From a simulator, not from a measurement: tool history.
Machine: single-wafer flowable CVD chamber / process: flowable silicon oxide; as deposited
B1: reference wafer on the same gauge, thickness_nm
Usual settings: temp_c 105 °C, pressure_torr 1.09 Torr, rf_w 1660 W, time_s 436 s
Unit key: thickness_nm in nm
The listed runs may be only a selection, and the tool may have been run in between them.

run 1 hour=0 | temp_c=105 pressure_torr=1.09 rf_w=1660 time_s=436 | B1=318.433 | thickness_nm=320.242
-- hour=17.4 RF generator calibrated
-- hour=24 gauge calibrated
run 2 hour=39.7 | temp_c=105 pressure_torr=1.09 rf_w=1740 time_s=436 | B1=318.55 | thickness_nm=323.423
-- hour=123.4 capacitance manometer re-zeroed and calibrated
-- hour=196.6 thermocouple changed; heater temperature recalibrated
run 3 hour=197.8 | temp_c=105 pressure_torr=1.09 rf_w=1660 time_s=436 | B1=319.018 | thickness_nm=297.004
run 4 hour=274.6 | temp_c=105 pressure_torr=1.09 rf_w=1660 time_s=436 | B1=319.695 | thickness_nm=298.371
run 5 hour=322.7 | temp_c=105 pressure_torr=1.09 rf_w=1660 time_s=436 | B1=319.728 | thickness_nm=302.906
-- hour=373.3 showerhead replaced
run 6 hour=426.7 | temp_c=105 pressure_torr=1.09 rf_w=1660 time_s=436 | B1=319.214 | thickness_nm=304.448
run 7 hour=469.4 | temp_c=105 pressure_torr=1.09 rf_w=1660 time_s=436 | B1=319.484 | thickness_nm=307.461
run 8 hour=537.5 | temp_c=105 pressure_torr=1.09 rf_w=1660 time_s=436 | B1=317.982 | thickness_nm=302.332
run 9 hour=590.7 | temp_c=105 pressure_torr=1.09 rf_w=1465 time_s=436 | B1=319.343 | thickness_nm=297.109
run 10 hour=698.6 | temp_c=105 pressure_torr=1.09 rf_w=1660 time_s=436 | B1=318.666 | thickness_nm=307.881
run 11 hour=746.1 | temp_c=105 pressure_torr=0.9 rf_w=1885 time_s=436 | B1=319.24 | thickness_nm=260.61
run 12 hour=835.4 | temp_c=100 pressure_torr=0.85 rf_w=1390 time_s=512 | B1=319.46 | thickness_nm=316.102
run 13 hour=881.9 | temp_c=105 pressure_torr=1.23 rf_w=1660 time_s=478 | B1=318.779 | thickness_nm=384.529
run 14 hour=920.7 | temp_c=105 pressure_torr=1.09 rf_w=1660 time_s=436 | B1=319.392 | thickness_nm=307.721
run 15 hour=992.5 | temp_c=105 pressure_torr=1.09 rf_w=1660 time_s=436 | B1=318.284 | thickness_nm=309.929
run 16 hour=1095 | temp_c=105 pressure_torr=1.09 rf_w=1480 time_s=436 | B1=318.081 | thickness_nm=302.912
run 17 hour=1138.6 | temp_c=105 pressure_torr=1.09 rf_w=1805 time_s=483 | B1=318.746 | thickness_nm=352.499
run 18 hour=1244.9 | temp_c=112 pressure_torr=1.09 rf_w=1660 time_s=381 | B1=319.167 | thickness_nm=215.299

Run 19 is up next; what results do you expect?
run 19 hour=1296.2 | temp_c=105 pressure_torr=1.09 rf_w=1660 time_s=461 | B1=? | thickness_nm=?

{"run 19": {"B1": 318.825, "thickness_nm": 332.528}}
Without the tool's hidden state the same run would have given thickness_nm 316.988 nm.
